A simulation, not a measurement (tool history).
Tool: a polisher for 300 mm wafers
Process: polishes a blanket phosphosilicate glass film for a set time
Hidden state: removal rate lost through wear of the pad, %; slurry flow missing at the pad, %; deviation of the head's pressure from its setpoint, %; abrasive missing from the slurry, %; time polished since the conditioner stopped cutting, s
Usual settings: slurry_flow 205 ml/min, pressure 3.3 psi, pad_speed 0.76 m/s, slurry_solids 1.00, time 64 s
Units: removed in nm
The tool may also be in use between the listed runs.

run    hour  slurry_flow  pressure  pad_speed  slurry_solids  time  wafers since the last listed run  wafers polished on this pad  hours since the slurry nozzle was cleaned  hours since the head pressure was calibrated  hours since the slurry blender was calibrated  hours since the conditioning disc was replaced  incoming thickness of the incoming film, nm  removed
  1     0.0          205       3.9       0.76           1.00    64                                 0                          473                                      350.2                                         318.8                                           72.0                                           250.6                                       2487.0    548.2
  2    41.7          205       3.3       0.76           1.00    64                               368                          842                                      391.9                                         360.5                                          113.7                                           292.3                                       2457.6    454.8
      101.9  -- slurry nozzle cleaned
      137.9  -- head pressure recalibrated
      278.8  -- conditioning disc replaced and pad reconditioned
  3   298.8          205       3.3       0.76           1.00    64                              2225                         3067                                      196.9                                         160.9                                          370.8                                            20.0                                       2453.2    459.8
      354.3  -- worn pad replaced by a new one
      385.1  -- slurry blender recalibrated
  4   404.9          205       3.3       0.76           1.00    64                               883                          428                                      303.0                                         267.0                                           19.8                                           126.1                                       2416.4    450.6
  5   442.9          205       2.5       0.76           1.00    54                               335                          764                                      341.0                                         305.0                                           57.8                                           164.1                                       2446.8    295.4
  6   525.5          205       2.5       0.76           1.00    54                               729                         1493                                      423.6                                         387.6                                          140.4                                           246.7                                       2416.7    284.6
      533.0  -- head pressure recalibrated
      583.4  -- slurry nozzle cleaned
  7   627.4          205       2.5       0.76           1.00    54                               872                         2366                                       44.0                                          94.4                                          242.3                                           348.6                                       2455.3    294.0
  8   687.1          205       3.3       0.56           1.00    64                               526                         2893                                      103.7                                         154.1                                          302.0                                           408.3                                       2411.5    359.8
      780.0  -- conditioning disc replaced and pad reconditioned
  9   787.0          205       3.3       0.56           1.00    64                               864                         3757                                      203.6                                         254.0                                          401.9                                             7.0                                       2409.6    352.9
      832.2  -- slurry blender recalibrated
      850.6  -- worn pad replaced by a new one
 10   874.3          205       3.6       0.96           1.10    77                               717                          209                                      290.9                                         341.3                                           42.1                                            94.3                                       2404.1    739.9
 11   914.0          205       3.6       0.96           1.10    77                               350                          559                                      330.6                                         381.0                                           81.8                                           134.0                                       2445.6    740.4
 12   984.2          205       3.3       0.76           1.00    64                               619                         1179                                      400.8                                         451.2                                          152.0                                           204.2                                       2441.0    452.5
      994.4  -- head pressure recalibrated
     1008.1  -- slurry nozzle cleaned
 13  1064.4          205       3.3       0.76           1.00    64                               681                         1860                                       56.3                                          70.0                                          232.2                                           284.4                                       2413.8    453.3
 14  1102.6          205       2.6       0.76           1.00    64                               337                         2197                                       94.5                                         108.2                                          270.4                                           322.6                                       2461.1    363.1
 15  1205.9          205       3.3       0.76           1.00    64                               911                         3109                                      197.8                                         211.5                                          373.7                                           425.9                                       2385.7    458.8
     1295.8  -- conditioning disc replaced and pad reconditioned
 16  1306.5          205       2.4       0.76           1.00    64                               870                         3979                                      298.4                                         312.1                                          474.3                                            10.7                                       2408.7    327.0
     1350.1  -- slurry blender recalibrated
     1356.1  -- worn pad replaced by a new one
 17  1407.3          205       3.3       0.68           1.00    64                               836                          452                                      399.2                                         412.9                                           57.2                                           111.5                                       2431.7    421.0
     1427.9  -- head pressure recalibrated
 18  1457.0          205       3.3       0.76           1.10    64                               421                          873                                      448.9                                          29.1                                          106.9                                           161.2                                       2429.7    473.7
 19  1537.5          205       2.6       0.76           1.00    64                               710                         1583                                      529.4                                         109.6                                          187.4                                           241.7                                       2454.4    360.4
     1540.1  -- slurry nozzle cleaned
 20  1633.7          205       3.3       0.76           0.90    49                               840                         2424                                       93.6                                         205.8                                          283.6                                           337.9                                       2428.0    339.0
 21  1688.4          205       3.3       0.76           1.00    64                               482                         2906                                      148.3                                         260.5                                          338.3                                           392.6                                       2436.8    461.8
     1705.6  -- conditioning disc replaced and pad reconditioned
 22  1731.0          165       2.2       0.76           1.00    64                               358                         3265                                      190.9                                         303.1                                          380.9                                            25.4                                       2446.7    284.4
     1769.2  -- slurry blender recalibrated
     1771.7  -- worn pad replaced by a new one
 23  1812.9          205       4.1       0.76           0.75    64                               682                          363                                      272.8                                         385.0                                           43.7                                           107.3                                       2460.7    512.4
     1844.2  -- head pressure recalibrated
 24  1912.0          250       3.3       0.62           1.00    81                               857                         1220                                      371.9                                          67.8                                          142.8                                           206.4                                       2442.7    503.3

Forecast each of these 5 alternatives for the next run:
  A  1912.4          205       3.3       0.76           1.00    64                                 3                         1223                                      372.3                                          68.2                                          143.2                                           206.8                                       2438.6        ?
  B  1912.4          205       3.3       0.94           1.00    64                                 3                         1223                                      372.3                                          68.2                                          143.2                                           206.8                                       2438.6        ?
  C  1912.4          230       3.3       0.76           1.15    64                                 3                         1223                                      372.3                                          68.2                                          143.2                                           206.8                                       2438.6        ?
  D  1912.4          205       4.2       0.76           1.00    64                                 3                         1223                                      372.3                                          68.2                                          143.2                                           206.8                                       2438.6        ?
  E  1912.4          255       3.3       0.98           1.00    84                                 3                         1223                                      372.3                                          68.2                                          143.2                                           206.8                                       2438.6        ?

run  removed
  A    456.0
  B    540.5
  C    486.7
  D    580.4
  E    753.6
Without the tool's hidden state the same runs would have given:
run  removed
  A    456.0
  B    540.5
  C    486.7
  D    580.4
  E    753.6

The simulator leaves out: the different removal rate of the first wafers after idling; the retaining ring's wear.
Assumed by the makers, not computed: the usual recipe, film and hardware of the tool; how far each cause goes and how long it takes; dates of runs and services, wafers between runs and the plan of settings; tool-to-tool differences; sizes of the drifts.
